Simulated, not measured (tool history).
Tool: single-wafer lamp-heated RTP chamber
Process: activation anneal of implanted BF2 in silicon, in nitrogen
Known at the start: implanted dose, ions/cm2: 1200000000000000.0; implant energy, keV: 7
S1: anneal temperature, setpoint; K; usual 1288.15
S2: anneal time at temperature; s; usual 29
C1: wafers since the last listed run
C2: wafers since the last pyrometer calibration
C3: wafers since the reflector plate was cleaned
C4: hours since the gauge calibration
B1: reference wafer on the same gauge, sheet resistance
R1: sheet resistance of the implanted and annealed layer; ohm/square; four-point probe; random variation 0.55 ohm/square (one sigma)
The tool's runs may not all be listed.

run 1 hour=0.0 | S1=1280.15 S2=38 | C1=0 C2=1365 C3=8242 C4=1658.6 | B1=161.07 | R1=188.85
-- hour=45.8 reflector plate cleaned
run 2 hour=61.0 | S1=1280.15 S2=38 | C1=604 C2=1969 C3=173 C4=1719.6 | B1=161.02 | R1=188.77
run 3 hour=98.3 | S1=1280.15 S2=38 | C1=425 C2=2394 C3=598 C4=1756.9 | B1=160.96 | R1=188.37
run 4 hour=141.2 | S1=1288.15 S2=19 | C1=489 C2=2883 C3=1087 C4=1799.8 | B1=161.03 | R1=212.79
run 5 hour=213.2 | S1=1288.15 S2=19 | C1=820 C2=3704 C3=1908 C4=1871.8 | B1=161.07 | R1=213.21
run 6 hour=271.0 | S1=1266.15 S2=20 | C1=658 C2=4363 C3=2567 C4=1929.6 | B1=161.02 | R1=270.28
run 7 hour=366.5 | S1=1266.15 S2=20 | C1=1088 C2=5452 C3=3656 C4=2025.1 | B1=160.89 | R1=269.18
-- hour=460.8 pyrometer window cleaned and pyrometer calibrated
run 8 hour=468.4 | S1=1266.15 S2=20 | C1=1070 C2=87 C3=4726 C4=2127.0 | B1=161.02 | R1=268.10
run 9 hour=573.2 | S1=1288.15 S2=42 | C1=1194 C2=1281 C3=5921 C4=2231.8 | B1=161.02 | R1=170.52
run 10 hour=629.7 | S1=1288.15 S2=42 | C1=644 C2=1926 C3=6565 C4=2288.3 | B1=160.99 | R1=170.39
-- hour=778.6 reflector plate cleaned
run 11 hour=830.6 | S1=1288.15 S2=42 | C1=2199 C2=4125 C3=593 C4=2489.2 | B1=161.03 | R1=170.72
run 12 hour=920.0 | S1=1275.15 S2=29 | C1=1019 C2=5144 C3=1612 C4=2578.6 | B1=160.98 | R1=215.27
run 13 hour=977.2 | S1=1275.15 S2=29 | C1=652 C2=5796 C3=2264 C4=2635.8 | B1=160.93 | R1=215.50
-- hour=990.9 pyrometer window cleaned and pyrometer calibrated
run 14 hour=1044.9 | S1=1275.15 S2=29 | C1=680 C2=615 C3=2945 C4=2703.5 | B1=160.96 | R1=215.76
run 15 hour=1133.1 | S1=1297.15 S2=38 | C1=1005 C2=1620 C3=3950 C4=2791.7 | B1=161.06 | R1=163.73
-- hour=1199.9 gauge calibrated
run 16 hour=1224.1 | S1=1297.15 S2=38 | C1=1037 C2=2658 C3=4988 C4=24.2 | B1=160.98 | R1=164.11
run 17 hour=1315.0 | S1=1288.15 S2=29 | C1=1036 C2=3694 C3=6024 C4=115.1 | B1=161.01 | R1=186.99
run 18 hour=1413.8 | S1=1288.15 S2=29 | C1=1126 C2=4821 C3=7151 C4=213.9 | B1=161.03 | R1=187.46
-- hour=1534.9 reflector plate cleaned
-- hour=1643.7 pyrometer window cleaned and pyrometer calibrated
run 19 hour=1703.4 | S1=1288.15 S2=29 | C1=3119 C2=680 C3=1829 C4=503.5 | B1=160.86 | R1=187.10
run 20 hour=1766.2 | S1=1288.15 S2=29 | C1=715 C2=1396 C3=2545 C4=566.3 | B1=160.93 | R1=186.37
run 21 hour=1840.9 | S1=1272.15 S2=29 | C1=851 C2=2248 C3=3397 C4=641.0 | B1=160.98 | R1=223.78
run 22 hour=1889.0 | S1=1280.15 S2=29 | C1=548 C2=2796 C3=3945 C4=689.1 | B1=161.00 | R1=202.85
run 23 hour=1961.3 | S1=1278.15 S2=43 | C1=824 C2=3620 C3=4770 C4=761.4 | B1=161.03 | R1=186.25
run 24 hour=2021.6 | S1=1300.15 S2=19 | C1=687 C2=4308 C3=5457 C4=821.7 | B1=160.96 | R1=190.19
run 25 hour=2065.1 | S1=1288.15 S2=29 | C1=495 C2=4804 C3=5953 C4=865.2 | B1=160.99 | R1=186.94
run 26 hour=2169.5 | S1=1301.15 S2=19 | C1=1190 C2=5994 C3=7143 C4=969.6 | B1=161.03 | R1=190.18
run 27 hour=2215.7 | S1=1288.15 S2=22 | C1=526 C2=6521 C3=7670 C4=1015.8 | B1=160.96 | R1=203.68
-- hour=2275.9 pyrometer window cleaned and pyrometer calibrated
run 28 hour=2278.1 | S1=1278.15 S2=43 | C1=620 C2=24 C3=8290 C4=1078.2 | B1=161.09 | R1=185.70
-- hour=2289.9 reflector plate cleaned
run 29 hour=2331.0 | S1=1312.15 S2=14 | C1=511 C2=536 C3=468 C4=1131.1 | B1=161.06 | R1=185.96
run 30 hour=2394.5 | S1=1288.15 S2=24 | C1=723 C2=1260 C3=1191 C4=1194.6 | B1=161.10 | R1=197.40
run 31 hour=2459.5 | S1=1313.15 S2=19 | C1=741 C2=2001 C3=1933 C4=1259.6 | B1=160.94 | R1=173.85
run 32 hour=2534.4 | S1=1311.15 S2=22 | C1=853 C2=2855 C3=2787 C4=1334.5 | B1=160.97 | R1=170.34
run 33 hour=2574.2 | S1=1288.15 S2=36 | C1=453 C2=3309 C3=3240 C4=1374.3 | B1=160.90 | R1=175.50
run 34 hour=2679.8 | S1=1317.15 S2=29 | C1=1203 C2=4513 C3=4444 C4=1479.9 | B1=160.95 | R1=159.28
run 35 hour=2758.2 | S1=1288.15 S2=29 | C1=893 C2=5407 C3=5338 C4=1558.3 | B1=160.98 | R1=186.81
run 36 hour=2816.4 | S1=1280.15 S2=39 | C1=663 C2=6070 C3=6002 C4=1616.5 | B1=160.98 | R1=187.52

How the hidden state differs across the entries between the runs, from the last listed run before each to the first after it:
Between runs 1 and 2: reflector plate cleaned (hour 45.8)
  no hidden state differs between the two runs
Between runs 7 and 8: pyrometer window cleaned and pyrometer calibrated (hour 460.8)
  no hidden state differs between the two runs
Between runs 10 and 11: reflector plate cleaned (hour 778.6)
  no hidden state differs between the two runs
Between runs 13 and 14: pyrometer window cleaned and pyrometer calibrated (hour 990.9)
  no hidden state differs between the two runs
Between runs 15 and 16: gauge calibrated (hour 1199.9)
  no hidden state differs between the two runs
Between runs 18 and 19: reflector plate cleaned (hour 1534.9); pyrometer window cleaned and pyrometer calibrated (hour 1643.7)
  no hidden state differs between the two runs
Between runs 27 and 28: pyrometer window cleaned and pyrometer calibrated (hour 2275.9)
  no hidden state differs between the two runs
Between runs 28 and 29: reflector plate cleaned (hour 2289.9)
  no hidden state differs between the two runs
